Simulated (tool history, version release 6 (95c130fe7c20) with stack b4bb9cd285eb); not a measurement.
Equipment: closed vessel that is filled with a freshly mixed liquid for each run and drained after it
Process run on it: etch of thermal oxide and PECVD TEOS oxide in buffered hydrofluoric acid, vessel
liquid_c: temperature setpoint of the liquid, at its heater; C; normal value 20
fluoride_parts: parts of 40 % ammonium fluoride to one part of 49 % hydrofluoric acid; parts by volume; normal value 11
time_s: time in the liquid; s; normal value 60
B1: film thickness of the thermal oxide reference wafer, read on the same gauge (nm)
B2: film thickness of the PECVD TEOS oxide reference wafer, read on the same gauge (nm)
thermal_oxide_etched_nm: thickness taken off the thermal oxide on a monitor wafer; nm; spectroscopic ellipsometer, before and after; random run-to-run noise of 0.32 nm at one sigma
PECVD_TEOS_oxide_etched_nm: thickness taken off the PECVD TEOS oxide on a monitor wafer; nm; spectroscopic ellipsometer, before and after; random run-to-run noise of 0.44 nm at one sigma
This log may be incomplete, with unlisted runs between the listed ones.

{"run": 1, "hour": 0.0, "liquid_c": 20, "fluoride_parts": 11, "time_s": 60, "B1": 130.01, "B2": 139.97, "thermal_oxide_etched_nm": 46.75, "PECVD_TEOS_oxide_etched_nm": 58.42}
{"run": 2, "hour": 19.3, "liquid_c": 20, "fluoride_parts": 11, "time_s": 60, "B1": 130.02, "B2": 139.99, "thermal_oxide_etched_nm": 47.12, "PECVD_TEOS_oxide_etched_nm": 58.21}
{"run": 3, "hour": 35.9, "liquid_c": 20, "fluoride_parts": 11, "time_s": 60, "B1": 129.99, "B2": 139.96, "thermal_oxide_etched_nm": 46.88, "PECVD_TEOS_oxide_etched_nm": 57.6}
{"run": 4, "hour": 55.6, "liquid_c": 20, "fluoride_parts": 11, "time_s": 60, "B1": 130.02, "B2": 140.02, "thermal_oxide_etched_nm": 46.71, "PECVD_TEOS_oxide_etched_nm": 57.82}
{"run": 5, "hour": 80.2, "liquid_c": 20, "fluoride_parts": 11, "time_s": 60, "B1": 129.95, "B2": 140.03, "thermal_oxide_etched_nm": 46.63, "PECVD_TEOS_oxide_etched_nm": 57.67}
{"run": 6, "hour": 95.3, "liquid_c": 20, "fluoride_parts": 11, "time_s": 60, "B1": 130.03, "B2": 140.01, "thermal_oxide_etched_nm": 46.79, "PECVD_TEOS_oxide_etched_nm": 57.36}
{"run": 7, "hour": 126.4, "liquid_c": 20, "fluoride_parts": 11, "time_s": 80, "B1": 130, "B2": 139.97, "thermal_oxide_etched_nm": 62.08, "PECVD_TEOS_oxide_etched_nm": 76.04}
{"run": 8, "hour": 139.4, "liquid_c": 20, "fluoride_parts": 11, "time_s": 80, "B1": 129.99, "B2": 139.98, "thermal_oxide_etched_nm": 62.57, "PECVD_TEOS_oxide_etched_nm": 76.69}
{"run": 9, "hour": 154.8, "liquid_c": 20, "fluoride_parts": 11, "time_s": 80, "B1": 130, "B2": 139.99, "thermal_oxide_etched_nm": 62.03, "PECVD_TEOS_oxide_etched_nm": 75.77}
{"run": 10, "hour": 183.3, "liquid_c": 20, "fluoride_parts": 11, "time_s": 60, "B1": 130, "B2": 140.02, "thermal_oxide_etched_nm": 45.86, "PECVD_TEOS_oxide_etched_nm": 56.9}
{"hour": 191.6, "done": "hydrofluoric acid flow meter replaced"}
{"hour": 195.6, "done": "gauge calibrated"}
{"run": 11, "hour": 206.1, "liquid_c": 23, "fluoride_parts": 11, "time_s": 60, "B1": 130.01, "B2": 140.02, "thermal_oxide_etched_nm": 62.16, "PECVD_TEOS_oxide_etched_nm": 76.1}
{"run": 12, "hour": 224.0, "liquid_c": 20, "fluoride_parts": 13.5, "time_s": 85, "B1": 130.01, "B2": 140, "thermal_oxide_etched_nm": 61.3, "PECVD_TEOS_oxide_etched_nm": 74.81}
{"hour": 245.1, "done": "thermometer replaced"}
{"run": 13, "hour": 326.6, "liquid_c": 18.5, "fluoride_parts": 13.5, "time_s": 85, "B1": 129.99, "B2": 140, "thermal_oxide_etched_nm": 55.28, "PECVD_TEOS_oxide_etched_nm": 67.87}
{"run": 14, "hour": 344.7, "liquid_c": 17, "fluoride_parts": 14, "time_s": 60, "B1": 130.01, "B2": 140, "thermal_oxide_etched_nm": 34.4, "PECVD_TEOS_oxide_etched_nm": 42.63}
{"run": 15, "hour": 357.5, "liquid_c": 23, "fluoride_parts": 11, "time_s": 60, "B1": 130, "B2": 140, "thermal_oxide_etched_nm": 61.73, "PECVD_TEOS_oxide_etched_nm": 75.43}
{"run": 16, "hour": 371.2, "liquid_c": 22, "fluoride_parts": 11, "time_s": 60, "B1": 130.01, "B2": 140.03, "thermal_oxide_etched_nm": 57.17, "PECVD_TEOS_oxide_etched_nm": 70.89}
{"run": 17, "hour": 404.3, "liquid_c": 20, "fluoride_parts": 11, "time_s": 60, "B1": 130, "B2": 140, "thermal_oxide_etched_nm": 51.25, "PECVD_TEOS_oxide_etched_nm": 63.12}
{"run": 18, "hour": 434.5, "liquid_c": 20, "fluoride_parts": 11, "time_s": 60, "B1": 129.98, "B2": 139.99, "thermal_oxide_etched_nm": 50.76, "PECVD_TEOS_oxide_etched_nm": 63.63}
{"run": 19, "hour": 449.9, "liquid_c": 20, "fluoride_parts": 11, "time_s": 60, "B1": 129.97, "B2": 140.01, "thermal_oxide_etched_nm": 50.86, "PECVD_TEOS_oxide_etched_nm": 62.97}
{"run": 20, "hour": 478.7, "liquid_c": 20, "fluoride_parts": 8, "time_s": 85, "B1": 129.99, "B2": 139.97, "thermal_oxide_etched_nm": 96.81, "PECVD_TEOS_oxide_etched_nm": 117.82}
{"run": 21, "hour": 491.8, "liquid_c": 20, "fluoride_parts": 11, "time_s": 60, "B1": 129.97, "B2": 139.98, "thermal_oxide_etched_nm": 51.29, "PECVD_TEOS_oxide_etched_nm": 62.19}
{"run": 22, "hour": 524.7, "liquid_c": 20, "fluoride_parts": 11, "time_s": 60, "B1": 130.01, "B2": 140, "thermal_oxide_etched_nm": 50.52, "PECVD_TEOS_oxide_etched_nm": 61.73}
{"run": 23, "hour": 548.7, "liquid_c": 17, "fluoride_parts": 13, "time_s": 60, "B1": 130.01, "B2": 139.97, "thermal_oxide_etched_nm": 36.47, "PECVD_TEOS_oxide_etched_nm": 44.38}
{"run": 24, "hour": 567.3, "liquid_c": 20, "fluoride_parts": 13, "time_s": 90, "B1": 130, "B2": 140, "thermal_oxide_etched_nm": 64.12, "PECVD_TEOS_oxide_etched_nm": 79.61}
{"run": 25, "hour": 628.0, "liquid_c": 17, "fluoride_parts": 9.5, "time_s": 85, "B1": 130, "B2": 140.03, "thermal_oxide_etched_nm": 69.79, "PECVD_TEOS_oxide_etched_nm": 85.57}

Consider 5 possible next runs. They are alternatives, not a sequence: every one starts from the tool as it was left by run 25. What does each give?
{"run": "A", "hour": 628.7, "liquid_c": 20, "fluoride_parts": 11, "time_s": 60, "B1": "?", "B2": "?", "thermal_oxide_etched_nm": "?", "PECVD_TEOS_oxide_etched_nm": "?"}
{"run": "B", "hour": 628.7, "liquid_c": 24.5, "fluoride_parts": 6.5, "time_s": 30, "B1": "?", "B2": "?", "thermal_oxide_etched_nm": "?", "PECVD_TEOS_oxide_etched_nm": "?"}
{"run": "C", "hour": 628.7, "liquid_c": 17, "fluoride_parts": 11, "time_s": 60, "B1": "?", "B2": "?", "thermal_oxide_etched_nm": "?", "PECVD_TEOS_oxide_etched_nm": "?"}
{"run": "D", "hour": 628.7, "liquid_c": 22, "fluoride_parts": 11, "time_s": 30, "B1": "?", "B2": "?", "thermal_oxide_etched_nm": "?", "PECVD_TEOS_oxide_etched_nm": "?"}
{"run": "E", "hour": 628.7, "liquid_c": 17, "fluoride_parts": 12.5, "time_s": 85, "B1": "?", "B2": "?", "thermal_oxide_etched_nm": "?", "PECVD_TEOS_oxide_etched_nm": "?"}

run=A B1=130.04 B2=139.99 thermal_oxide_etched_nm=50.15 PECVD_TEOS_oxide_etched_nm=61.81
run=B B1=130.04 B2=139.99 thermal_oxide_etched_nm=53.06 PECVD_TEOS_oxide_etched_nm=65.4
run=C B1=130.04 B2=139.99 thermal_oxide_etched_nm=42.32 PECVD_TEOS_oxide_etched_nm=52.16
run=D B1=130.04 B2=139.99 thermal_oxide_etched_nm=28.03 PECVD_TEOS_oxide_etched_nm=34.54
run=E B1=130.04 B2=139.99 thermal_oxide_etched_nm=52.9 PECVD_TEOS_oxide_etched_nm=65.2
Without the tool's hidden state the same runs would have given:
run=A thermal_oxide_etched_nm=52.92 PECVD_TEOS_oxide_etched_nm=65.23
run=B thermal_oxide_etched_nm=55.66 PECVD_TEOS_oxide_etched_nm=68.6
run=C thermal_oxide_etched_nm=44.66 PECVD_TEOS_oxide_etched_nm=55.05
run=D thermal_oxide_etched_nm=29.57 PECVD_TEOS_oxide_etched_nm=36.45
run=E thermal_oxide_etched_nm=55.83 PECVD_TEOS_oxide_etched_nm=68.82
